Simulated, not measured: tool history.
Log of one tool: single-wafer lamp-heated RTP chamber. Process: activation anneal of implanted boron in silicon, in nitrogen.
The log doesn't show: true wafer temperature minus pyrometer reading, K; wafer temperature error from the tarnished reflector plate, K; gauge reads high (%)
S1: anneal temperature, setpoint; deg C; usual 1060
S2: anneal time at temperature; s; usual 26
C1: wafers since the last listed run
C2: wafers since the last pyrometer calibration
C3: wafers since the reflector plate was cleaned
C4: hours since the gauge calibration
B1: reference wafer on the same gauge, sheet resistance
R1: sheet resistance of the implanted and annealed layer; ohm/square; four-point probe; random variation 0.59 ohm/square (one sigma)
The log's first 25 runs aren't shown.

Run 26, day 47.796: usual settings but S2 11 s; C1 351; C2 8524; C3 4955; C4 212.8; B1 370.92. Result: R1 396.87 ohm/square.
Run 27, day 50.212: usual settings but S1 1070 deg C; C1 512; C2 9036; C3 5467; C4 270.8; B1 371.21. Result: R1 390.73 ohm/square.
Run 28, day 51.708: usual settings but S1 1082 deg C; C1 317; C2 9353; C3 5784; C4 306.7; B1 371.19. Result: R1 389.37 ohm/square.
At day 52.746: pyrometer window cleaned and pyrometer calibrated.
Run 29, day 53.279: usual settings but S1 1043 deg C, S2 40 s; C1 262; C2 113; C3 6046; C4 344.4; B1 371.35. Result: R1 391.01 ohm/square.
Run 30, day 54.575: usual settings; C1 274; C2 387; C3 6321; C4 375.5; B1 371.34. Result: R1 392.60 ohm/square.
Run 31, day 56.400: usual settings but S1 1077 deg C; C1 386; C2 774; C3 6708; C4 419.3; B1 371.63. Result: R1 390.85 ohm/square.
Run 32, day 57.721: usual settings but S1 1087 deg C, S2 41 s; C1 280; C2 1054; C3 6988; C4 451.0; B1 371.70. Result: R1 384.89 ohm/square.
Run 33, day 58.900: usual settings but S1 1032 deg C, S2 32 s; C1 249; C2 1304; C3 7238; C4 479.3; B1 371.57. Result: R1 394.21 ohm/square.
Run 34, day 61.029: usual settings but S1 1034 deg C, S2 13 s; C1 451; C2 1756; C3 7689; C4 530.4; B1 371.97. Result: R1 399.13 ohm/square.
Run 35, day 63.179: usual settings; C1 455; C2 2212; C3 8145; C4 582.0; B1 371.97. Result: R1 392.38 ohm/square.
Run 36, day 64.508: usual settings but S1 1037 deg C, S2 15 s; C1 281; C2 2493; C3 8427; C4 613.9; B1 372.11. Result: R1 398.03 ohm/square.

Forecast each of these 5 alternatives for the next run:
Run A, day 64.525: usual settings; C1 3; C2 2497; C3 8431; C4 614.3; B1 ?. Result: R1 ?.
Run B, day 64.525: usual settings but S1 1085 deg C; C1 3; C2 2497; C3 8431; C4 614.3; B1 ?. Result: R1 ?.
Run C, day 64.525: usual settings but S1 1082 deg C, S2 20 s; C1 3; C2 2497; C3 8431; C4 614.3; B1 ?. Result: R1 ?.
Run D, day 64.525: usual settings but S1 1042 deg C, S2 17 s; C1 3; C2 2497; C3 8431; C4 614.3; B1 ?. Result: R1 ?.
Run E, day 64.525: usual settings but S1 1070 deg C, S2 17 s; C1 3; C2 2497; C3 8431; C4 614.3; B1 ?. Result: R1 ?.

run      B1      R1
  A  372.14  393.22
  B  372.14  390.17
  C  372.14  392.65
  D  372.14  397.34
  E  372.14  394.94
Without the tool's hidden state the same runs would have given:
run      R1
  A  391.08
  B  388.05
  C  390.52
  D  395.19
  E  392.79

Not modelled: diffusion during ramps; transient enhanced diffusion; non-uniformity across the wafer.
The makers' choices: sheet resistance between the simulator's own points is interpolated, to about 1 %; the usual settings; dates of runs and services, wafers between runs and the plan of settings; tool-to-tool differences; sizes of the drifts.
